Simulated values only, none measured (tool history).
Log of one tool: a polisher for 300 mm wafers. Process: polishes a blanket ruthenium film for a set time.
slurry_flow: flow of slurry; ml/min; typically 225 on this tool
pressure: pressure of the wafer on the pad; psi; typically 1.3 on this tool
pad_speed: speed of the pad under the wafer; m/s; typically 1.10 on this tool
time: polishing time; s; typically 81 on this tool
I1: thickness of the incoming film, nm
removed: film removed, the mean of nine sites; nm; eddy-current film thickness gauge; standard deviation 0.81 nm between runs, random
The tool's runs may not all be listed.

run 1 hour=0.0 | slurry_flow=225 pressure=1.3 pad_speed=1.10 time=81 | I1=628.0 | removed=69.7
run 2 hour=95.4 | slurry_flow=175 pressure=1.3 pad_speed=1.10 time=60 | I1=621.6 | removed=48.5
run 3 hour=185.7 | slurry_flow=175 pressure=1.3 pad_speed=1.10 time=60 | I1=614.4 | removed=46.7
run 4 hour=226.1 | slurry_flow=225 pressure=1.7 pad_speed=1.10 time=81 | I1=609.6 | removed=85.5
-- hour=292.5 head pressure recalibrated
-- hour=293.7 worn pad replaced by a new one
run 5 hour=517.3 | slurry_flow=180 pressure=1.6 pad_speed=1.10 time=81 | I1=611.2 | removed=80.0
-- hour=575.4 slurry nozzle cleaned
run 6 hour=621.2 | slurry_flow=225 pressure=1.3 pad_speed=1.10 time=81 | I1=614.1 | removed=72.3
run 7 hour=694.3 | slurry_flow=225 pressure=1.3 pad_speed=1.10 time=81 | I1=626.0 | removed=70.5
-- hour=787.7 worn pad replaced by a new one
run 8 hour=788.9 | slurry_flow=225 pressure=1.3 pad_speed=0.92 time=81 | I1=625.9 | removed=58.1
run 9 hour=853.3 | slurry_flow=225 pressure=1.3 pad_speed=0.92 time=81 | I1=625.0 | removed=56.4
run 10 hour=937.6 | slurry_flow=225 pressure=1.3 pad_speed=0.92 time=81 | I1=612.1 | removed=54.9
run 11 hour=1001.6 | slurry_flow=225 pressure=1.0 pad_speed=0.98 time=81 | I1=626.6 | removed=43.6
-- hour=1077.4 head pressure recalibrated
run 12 hour=1108.1 | slurry_flow=225 pressure=1.0 pad_speed=0.98 time=81 | I1=619.6 | removed=47.4
run 13 hour=1159.5 | slurry_flow=225 pressure=1.3 pad_speed=1.10 time=81 | I1=627.2 | removed=68.3
run 14 hour=1252.6 | slurry_flow=225 pressure=1.3 pad_speed=1.10 time=81 | I1=610.0 | removed=66.8
-- hour=1276.0 worn pad replaced by a new one
run 15 hour=1298.9 | slurry_flow=225 pressure=1.4 pad_speed=1.10 time=81 | I1=613.9 | removed=69.6
-- hour=1370.3 slurry nozzle cleaned
run 16 hour=1392.5 | slurry_flow=225 pressure=1.4 pad_speed=1.10 time=81 | I1=615.3 | removed=75.4
run 17 hour=1468.9 | slurry_flow=225 pressure=1.4 pad_speed=1.10 time=81 | I1=611.7 | removed=73.6
run 18 hour=1506.5 | slurry_flow=225 pressure=1.3 pad_speed=0.92 time=81 | I1=619.4 | removed=57.3
run 19 hour=1579.1 | slurry_flow=225 pressure=1.1 pad_speed=0.74 time=81 | I1=628.2 | removed=38.3
run 20 hour=1634.3 | slurry_flow=300 pressure=1.5 pad_speed=0.80 time=81 | I1=626.0 | removed=56.6
run 21 hour=1694.7 | slurry_flow=225 pressure=1.3 pad_speed=0.80 time=54 | I1=622.5 | removed=31.5
-- hour=1785.6 worn pad replaced by a new one
run 22 hour=1801.1 | slurry_flow=225 pressure=1.4 pad_speed=1.10 time=81 | I1=626.6 | removed=66.2
-- hour=1876.7 head pressure recalibrated
run 23 hour=1908.7 | slurry_flow=225 pressure=1.3 pad_speed=1.20 time=59 | I1=611.7 | removed=56.1
run 24 hour=2004.4 | slurry_flow=255 pressure=1.3 pad_speed=0.96 time=81 | I1=621.0 | removed=60.4
run 25 hour=2064.1 | slurry_flow=250 pressure=0.9 pad_speed=1.22 time=68 | I1=624.5 | removed=43.7
-- hour=2108.0 slurry nozzle cleaned
run 26 hour=2123.8 | slurry_flow=260 pressure=1.6 pad_speed=1.32 time=94 | I1=632.2 | removed=120.3
run 27 hour=2210.4 | slurry_flow=225 pressure=1.5 pad_speed=1.22 time=81 | I1=612.5 | removed=88.2
run 28 hour=2293.7 | slurry_flow=225 pressure=1.3 pad_speed=1.10 time=81 | I1=621.1 | removed=68.4
run 29 hour=2376.3 | slurry_flow=225 pressure=1.3 pad_speed=0.98 time=81 | I1=623.4 | removed=60.5
-- hour=2402.4 worn pad replaced by a new one
run 30 hour=2454.7 | slurry_flow=225 pressure=1.3 pad_speed=0.78 time=81 | I1=620.9 | removed=46.6
run 31 hour=2538.6 | slurry_flow=255 pressure=0.9 pad_speed=1.22 time=98 | I1=625.1 | removed=60.6
-- hour=2563.0 head pressure recalibrated
run 32 hour=2620.7 | slurry_flow=225 pressure=1.3 pad_speed=1.10 time=81 | I1=619.9 | removed=69.0
run 33 hour=2673.3 | slurry_flow=225 pressure=1.3 pad_speed=1.10 time=81 | I1=623.0 | removed=67.9
run 34 hour=2743.8 | slurry_flow=295 pressure=1.3 pad_speed=0.88 time=81 | I1=625.9 | removed=56.8
-- hour=2790.1 slurry nozzle cleaned
run 35 hour=2811.7 | slurry_flow=225 pressure=1.1 pad_speed=1.10 time=81 | I1=611.2 | removed=58.9

Some steps in removed between neighbouring runs. How much of each would the tool show without its hidden state too (settings, what came in, random variation), and how much is left for the hidden state, with any gauge scatter that isn't in both results?
What the log doesn't record here: removal rate lost through wear of the pad, %; slurry flow missing at the pad, %; deviation of the head's pressure from its setpoint, %.
Run 3 -> 4: slurry_flow 175 -> 225, pressure 1.3 -> 1.7, time 60 -> 81. removed +38.8 nm: hidden state -5.0, all else +43.8.
Run 15 -> 16: slurry nozzle cleaned. removed +5.8 nm: hidden state +6.1, all else -0.3.
Run 21 -> 22: pressure 1.3 -> 1.4, pad_speed 0.80 -> 1.10, time 54 -> 81, worn pad replaced by a new one. removed +34.7 nm: hidden state -7.2, all else +41.9.
Run 22 -> 23: pressure 1.4 -> 1.3, pad_speed 1.10 -> 1.20, time 81 -> 59, head pressure recalibrated. removed -10.1 nm: hidden state +7.6, all else -17.7.
Run 25 -> 26: slurry_flow 250 -> 260, pressure 0.9 -> 1.6, pad_speed 1.22 -> 1.32, time 68 -> 94, slurry nozzle cleaned. removed +76.6 nm: hidden state +0.7, all else +75.9.
